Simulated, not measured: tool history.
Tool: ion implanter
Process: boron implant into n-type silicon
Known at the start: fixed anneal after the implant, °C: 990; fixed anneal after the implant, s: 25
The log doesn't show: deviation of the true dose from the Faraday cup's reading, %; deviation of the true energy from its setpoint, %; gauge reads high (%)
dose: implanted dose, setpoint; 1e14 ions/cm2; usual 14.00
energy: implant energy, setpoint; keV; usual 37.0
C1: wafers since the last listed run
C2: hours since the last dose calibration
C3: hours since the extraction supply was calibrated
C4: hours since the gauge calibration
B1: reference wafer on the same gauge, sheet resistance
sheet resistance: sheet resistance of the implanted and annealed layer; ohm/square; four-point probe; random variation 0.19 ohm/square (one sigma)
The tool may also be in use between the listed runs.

Run 1, hour 0.0: usual settings but energy 29.5 keV; C1 0; C2 1000.8; C3 2608.7; C4 1549.1; B1 75.63. Result: sheet resistance 88.29 ohm/square.
At hour 85.2: Faraday cup replaced and dose calibrated.
Run 2, hour 269.6: usual settings but energy 29.5 keV; C1 2393; C2 184.4; C3 2878.3; C4 1818.7; B1 75.61. Result: sheet resistance 90.75 ohm/square.
Run 3, hour 313.2: usual settings but dose 12.46 1e14 ions/cm2, energy 45.5 keV; C1 398; C2 228.0; C3 2921.9; C4 1862.3; B1 75.61. Result: sheet resistance 96.68 ohm/square.
Run 4, hour 377.1: usual settings but dose 12.46 1e14 ions/cm2, energy 45.5 keV; C1 584; C2 291.9; C3 2985.8; C4 1926.2; B1 75.60. Result: sheet resistance 96.37 ohm/square.
Run 5, hour 482.7: usual settings but dose 12.46 1e14 ions/cm2, energy 45.5 keV; C1 966; C2 397.5; C3 3091.4; C4 2031.8; B1 75.60. Result: sheet resistance 96.16 ohm/square.
Run 6, hour 677.8: usual settings but energy 31.0 keV; C1 1785; C2 592.6; C3 3286.5; C4 2226.9; B1 75.60. Result: sheet resistance 89.21 ohm/square.
Run 7, hour 721.5: usual settings but energy 31.0 keV; C1 399; C2 636.3; C3 3330.2; C4 2270.6; B1 75.60. Result: sheet resistance 89.23 ohm/square.
Run 8, hour 795.4: usual settings but energy 31.0 keV; C1 676; C2 710.2; C3 3404.1; C4 2344.5; B1 75.62. Result: sheet resistance 89.20 ohm/square.
Run 9, hour 879.3: usual settings but energy 41.0 keV; C1 767; C2 794.1; C3 3488.0; C4 2428.4; B1 75.61. Result: sheet resistance 87.09 ohm/square.
Run 10, hour 939.0: usual settings but energy 47.0 keV; C1 546; C2 853.8; C3 3547.7; C4 2488.1; B1 75.60. Result: sheet resistance 86.45 ohm/square.
Run 11, hour 985.1: usual settings but energy 47.0 keV; C1 421; C2 899.9; C3 3593.8; C4 2534.2; B1 75.60. Result: sheet resistance 86.15 ohm/square.
At hour 1065.7: extraction supply calibrated.
Run 12, hour 1071.2: usual settings but energy 47.0 keV; C1 714; C2 986.0; C3 5.5; C4 2620.3; B1 75.65. Result: sheet resistance 85.87 ohm/square.
Run 13, hour 1118.1: usual settings; C1 429; C2 1032.9; C3 52.4; C4 2667.2; B1 75.55. Result: sheet resistance 86.25 ohm/square.
At hour 1192.9: Faraday cup replaced and dose calibrated.
Run 14, hour 1195.9: usual settings; C1 638; C2 3.0; C3 130.2; C4 2745.0; B1 75.62. Result: sheet resistance 89.13 ohm/square.
Run 15, hour 1281.6: usual settings; C1 784; C2 88.7; C3 215.9; C4 2830.7; B1 75.61. Result: sheet resistance 89.20 ohm/square.
Run 16, hour 1357.7: usual settings but energy 40.5 keV; C1 696; C2 164.8; C3 292.0; C4 2906.8; B1 75.59. Result: sheet resistance 88.79 ohm/square.
Run 17, hour 1407.5: usual settings but dose 10.96 1e14 ions/cm2; C1 455; C2 214.6; C3 341.8; C4 2956.6; B1 75.61. Result: sheet resistance 108.07 ohm/square.
At hour 1459.4: gauge calibrated.
Run 18, hour 1509.7: usual settings but energy 24.0 keV; C1 935; C2 316.8; C3 444.0; C4 50.3; B1 75.57. Result: sheet resistance 92.57 ohm/square.
Run 19, hour 1598.3: usual settings but dose 15.27 1e14 ions/cm2, energy 26.0 keV; C1 810; C2 405.4; C3 532.6; C4 138.9; B1 75.58. Result: sheet resistance 86.11 ohm/square.
Run 20, hour 1700.1: usual settings but dose 16.01 1e14 ions/cm2, energy 26.5 keV; C1 931; C2 507.2; C3 634.4; C4 240.7; B1 75.60. Result: sheet resistance 82.84 ohm/square.
Run 21, hour 1750.8: usual settings but dose 10.29 1e14 ions/cm2, energy 41.5 keV; C1 463; C2 557.9; C3 685.1; C4 291.4; B1 75.56. Result: sheet resistance 112.70 ohm/square.
Run 22, hour 1844.9: usual settings but dose 12.28 1e14 ions/cm2, energy 42.5 keV; C1 860; C2 652.0; C3 779.2; C4 385.5; B1 75.60. Result: sheet resistance 97.02 ohm/square.
Run 23, hour 1893.0: usual settings but dose 10.55 1e14 ions/cm2, energy 47.0 keV; C1 440; C2 700.1; C3 827.3; C4 433.6; B1 75.60. Result: sheet resistance 108.66 ohm/square.
Run 24, hour 1935.5: usual settings but dose 17.84 1e14 ions/cm2, energy 46.0 keV; C1 388; C2 742.6; C3 869.8; C4 476.1; B1 75.59. Result: sheet resistance 71.73 ohm/square.
Run 25, hour 2007.3: usual settings but dose 17.97 1e14 ions/cm2, energy 33.0 keV; C1 656; C2 814.4; C3 941.6; C4 547.9; B1 75.61. Result: sheet resistance 73.77 ohm/square.
Run 26, hour 2088.4: usual settings but dose 12.46 1e14 ions/cm2, energy 45.5 keV; C1 742; C2 895.5; C3 1022.7; C4 629.0; B1 75.61. Result: sheet resistance 94.54 ohm/square.
Run 27, hour 2141.5: usual settings; C1 485; C2 948.6; C3 1075.8; C4 682.1; B1 75.61. Result: sheet resistance 87.03 ohm/square.
At hour 2187.4: Faraday cup replaced and dose calibrated.
Run 28, hour 2187.9: usual settings but dose 16.01 1e14 ions/cm2, energy 26.5 keV; C1 351; C2 0.5; C3 1122.2; C4 728.5; B1 75.61. Result: sheet resistance 83.61 ohm/square.
Run 29, hour 2288.6: usual settings but dose 10.87 1e14 ions/cm2, energy 24.0 keV; C1 921; C2 101.2; C3 1222.9; C4 829.2; B1 75.56. Result: sheet resistance 111.87 ohm/square.
Run 30, hour 2357.7: usual settings but dose 15.55 1e14 ions/cm2, energy 28.5 keV; C1 632; C2 170.3; C3 1292.0; C4 898.3; B1 75.58. Result: sheet resistance 84.46 ohm/square.
Run 31, hour 2414.5: usual settings but energy 29.0 keV; C1 519; C2 227.1; C3 1348.8; C4 955.1; B1 75.61. Result: sheet resistance 90.58 ohm/square.
Run 32, hour 2457.1: usual settings; C1 389; C2 269.7; C3 1391.4; C4 997.7; B1 75.56. Result: sheet resistance 88.78 ohm/square.
Run 33, hour 2541.7: usual settings but dose 15.39 1e14 ions/cm2, energy 26.0 keV; C1 774; C2 354.3; C3 1476.0; C4 1082.3; B1 75.62. Result: sheet resistance 86.25 ohm/square.
Run 34, hour 2633.1: usual settings; C1 836; C2 445.7; C3 1567.4; C4 1173.7; B1 75.58. Result: sheet resistance 88.84 ohm/square.
Run 35, hour 2673.5: usual settings but dose 12.49 1e14 ions/cm2, energy 46.5 keV; C1 369; C2 486.1; C3 1607.8; C4 1214.1; B1 75.61. Result: sheet resistance 95.77 ohm/square.
Run 36, hour 2749.4: usual settings but dose 10.22 1e14 ions/cm2, energy 41.0 keV; C1 694; C2 562.0; C3 1683.7; C4 1290.0; B1 75.59. Result: sheet resistance 112.85 ohm/square.

Forecast each of these 5 alternatives for the next run:
Run A, hour 2749.8: usual settings; C1 3; C2 562.4; C3 1684.1; C4 1290.4; B1 ?. Result: sheet resistance ?.
Run B, hour 2749.8: usual settings but dose 17.93 1e14 ions/cm2, energy 40.5 keV; C1 3; C2 562.4; C3 1684.1; C4 1290.4; B1 ?. Result: sheet resistance ?.
Run C, hour 2749.8: usual settings but energy 26.0 keV; C1 3; C2 562.4; C3 1684.1; C4 1290.4; B1 ?. Result: sheet resistance ?.
Run D, hour 2749.8: usual settings but dose 11.45 1e14 ions/cm2, energy 24.5 keV; C1 3; C2 562.4; C3 1684.1; C4 1290.4; B1 ?. Result: sheet resistance ?.
Run E, hour 2749.8: usual settings but dose 17.44 1e14 ions/cm2; C1 3; C2 562.4; C3 1684.1; C4 1290.4; B1 ?. Result: sheet resistance ?.

run     B1  sheet resistance
  A  75.62             88.20
  B  75.62             72.78
  C  75.62             91.00
  D  75.62            106.23
  E  75.62             74.87
Without the tool's hidden state the same runs would have given:
run  sheet resistance
  A             88.77
  B             73.23
  C             91.55
  D            106.91
  E             75.33
